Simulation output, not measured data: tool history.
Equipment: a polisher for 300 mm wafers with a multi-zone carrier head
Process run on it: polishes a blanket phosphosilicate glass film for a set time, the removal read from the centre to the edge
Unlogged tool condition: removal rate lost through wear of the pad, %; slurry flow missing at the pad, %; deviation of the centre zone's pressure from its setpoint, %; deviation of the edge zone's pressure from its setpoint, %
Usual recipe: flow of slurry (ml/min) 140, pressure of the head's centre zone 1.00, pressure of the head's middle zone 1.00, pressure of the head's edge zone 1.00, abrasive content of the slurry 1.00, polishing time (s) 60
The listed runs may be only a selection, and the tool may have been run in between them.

run     day  flow of slurry (ml/min)  pressure of the head's centre zone  pressure of the head's middle zone  pressure of the head's edge zone  abrasive content of the slurry  polishing time (s)  wafers since the last listed run  wafers polished on this pad  hours since the slurry nozzle was cleaned  hours since the centre zone pressure was calibrated  hours since the edge zone pressure was calibrated  hours since the carrier head's membrane was replaced  incoming thickness of the incoming film, nm  film removed at the wafer's centre (nm)  film removed at mid-radius (nm)  film removed at the wafer's edge (nm)
  1   0.000                      140                                1.00                                1.00                              1.05                            1.00                  60                                 0                         2494                                      653.8                                                486.7                                              570.6                                                1583.6                                       4767.1                                    398.4                            408.0                                  403.3
      0.992  -- edge zone pressure recalibrated
  2   2.958                      140                                1.00                                1.00                              1.05                            1.00                  60                               604                         3099                                      724.8                                                557.7                                               47.2                                                1654.6                                       4896.8                                    398.0                            392.4                                  395.9
      4.717  -- slurry nozzle cleaned
      4.933  -- worn pad replaced by a new one
  3   6.058                      140                                1.04                                0.92                              1.00                            1.00                  60                               608                          236                                       32.2                                                632.1                                              121.6                                                1729.0                                       4832.5                                    445.4                            393.2                                  419.9
  4  10.246                      140                                1.04                                0.92                              1.00                            1.00                  60                               880                         1116                                      132.7                                                732.6                                              222.1                                                1829.5                                       4719.9                                    428.0                            393.1                                  418.5
  5  14.329                      140                                1.04                                0.92                              1.00                            1.00                  60                               858                         1975                                      230.7                                                830.6                                              320.1                                                1927.5                                       4810.2                                    415.1                            375.8                                  403.8
  6  18.125                      115                                1.00                                1.00                              1.00                            1.00                  60                               798                         2773                                      321.8                                                921.7                                              411.2                                                2018.6                                       4836.6                                    369.7                            386.1                                  394.0
     19.383  -- carrier head's membrane replaced by a new one
  7  20.275                      140                                1.09                                1.00                              1.00                            1.00                  60                               408                         3182                                      373.4                                                973.3                                              462.8                                                  21.4                                       4799.4                                    417.8                            399.6                                  392.3
     20.838  -- worn pad replaced by a new one
     23.800  -- centre zone pressure recalibrated
  8  24.154                      140                                1.00                                1.00                              1.00                            0.85                  60                               763                          679                                      466.5                                                  8.5                                              555.9                                                 114.5                                       4696.2                                    382.6                            396.1                                  379.7
  9  26.592                       90                                1.00                                0.88                              1.00                            1.00                  60                               512                         1192                                      525.0                                                 67.0                                              614.4                                                 173.0                                       4800.1                                    367.1                            336.4                                  384.3
     28.188  -- edge zone pressure recalibrated
 10  29.517                      140                                1.03                                0.92                              1.11                            1.30                  60                               597                         1790                                      595.2                                                137.2                                               31.9                                                 243.2                                       4784.3                                    473.8                            424.1                                  479.8
 11  31.517                      140                                1.00                                1.00                              1.00                            1.00                  60                               420                         2210                                      643.2                                                185.2                                               79.9                                                 291.2                                       4775.8                                    405.3                            396.8                                  402.9
     34.488  -- worn pad replaced by a new one
 12  34.612                      140                                1.00                                0.97                              1.00                            1.00                  60                               616                           26                                      717.5                                                259.5                                              154.2                                                 365.5                                       4770.6                                    436.6                            428.4                                  425.1
     34.958  -- slurry nozzle cleaned
 13  37.225                      140                                1.00                                1.00                              1.00                            1.00                  60                               540                          566                                       54.4                                                322.2                                              216.9                                                 428.2                                       4769.2                                    424.9                            428.1                                  427.0
 14  39.146                      140                                1.00                                0.96                              1.00                            0.90                  60                               403                          970                                      100.5                                                368.3                                              263.0                                                 474.3                                       4804.6                                    402.3                            391.7                                  392.3
 15  42.408                      140                                1.00                                1.00                              1.05                            1.00                  60                               686                         1656                                      178.8                                                446.6                                              341.3                                                 552.6                                       4841.9                                    412.4                            411.2                                  422.6
 16  45.350                      105                                1.00                                0.93                              1.00                            1.00                  60                               618                         2275                                      249.4                                                517.2                                              411.9                                                 623.2                                       4825.5                                    378.8                            358.7                                  381.7
 17  48.250                      140                                1.00                                1.08                              1.00                            1.00                  60                               609                         2885                                      319.0                                                586.8                                              481.5                                                 692.8                                       4796.8                                    401.9                            432.8                                  392.9
 18  50.379                      140                                1.11                                1.00                              1.00                            0.75                  60                               447                         3333                                      370.1                                                637.9                                              532.6                                                 743.9                                       4827.7                                    369.1                            339.1                                  336.9
     51.554  -- worn pad replaced by a new one
 19  54.829                      140                                1.00                                1.00                              1.00                            0.90                  50                               900                          688                                      476.9                                                744.7                                              639.4                                                 850.7                                       4858.1                                    337.4                            325.6                                  327.9
     55.592  -- edge zone pressure recalibrated
 20  57.733                      155                                1.00                                1.00                              1.04                            1.00                  60                               593                         1282                                      546.6                                                814.4                                               51.4                                                 920.4                                       4800.1                                    421.3                            423.2                                  438.1

Below are 5 alternative next runs, each starting from the tool's condition after run 20. Predict each:
  A  57.750                      140                                1.00                                1.00                              1.00                            1.00                  65                                 3                         1285                                      547.0                                                814.8                                               51.8                                                 920.8                                       4860.8                                        ?                                ?                                      ?
  B  57.750                      140                                1.00                                1.00                              1.00                            1.10                  42                                 3                         1285                                      547.0                                                814.8                                               51.8                                                 920.8                                       4860.8                                        ?                                ?                                      ?
  C  57.750                      140                                1.07                                1.08                              1.00                            1.00                  60                                 3                         1285                                      547.0                                                814.8                                               51.8                                                 920.8                                       4860.8                                        ?                                ?                                      ?
  D  57.750                      185                                1.11                                0.90                              0.89                            1.00                  60                                 3                         1285                                      547.0                                                814.8                                               51.8                                                 920.8                                       4860.8                                        ?                                ?                                      ?
  E  57.750                      190                                0.89                                1.07                              1.00                            1.00                  47                                 3                         1285                                      547.0                                                814.8                                               51.8                                                 920.8                                       4860.8                                        ?                                ?                                      ?

run  film removed at the wafer's centre (nm)  film removed at mid-radius (nm)  film removed at the wafer's edge (nm)
  A                                    448.8                            437.8                                  454.0
  B                                    304.0                            296.5                                  307.5
  C                                    442.0                            431.3                                  418.6
  D                                    482.9                            388.4                                  418.5
  E                                    308.7                            353.7                                  340.9
What these runs would have given with no unlogged condition in the tool:
run  film removed at the wafer's centre (nm)  film removed at mid-radius (nm)  film removed at the wafer's edge (nm)
  A                                    466.3                            454.8                                  471.7
  B                                    315.8                            308.1                                  319.5
  C                                    459.2                            448.1                                  434.9
  D                                    501.7                            403.6                                  434.8
  E                                    320.8                            367.5                                  354.1

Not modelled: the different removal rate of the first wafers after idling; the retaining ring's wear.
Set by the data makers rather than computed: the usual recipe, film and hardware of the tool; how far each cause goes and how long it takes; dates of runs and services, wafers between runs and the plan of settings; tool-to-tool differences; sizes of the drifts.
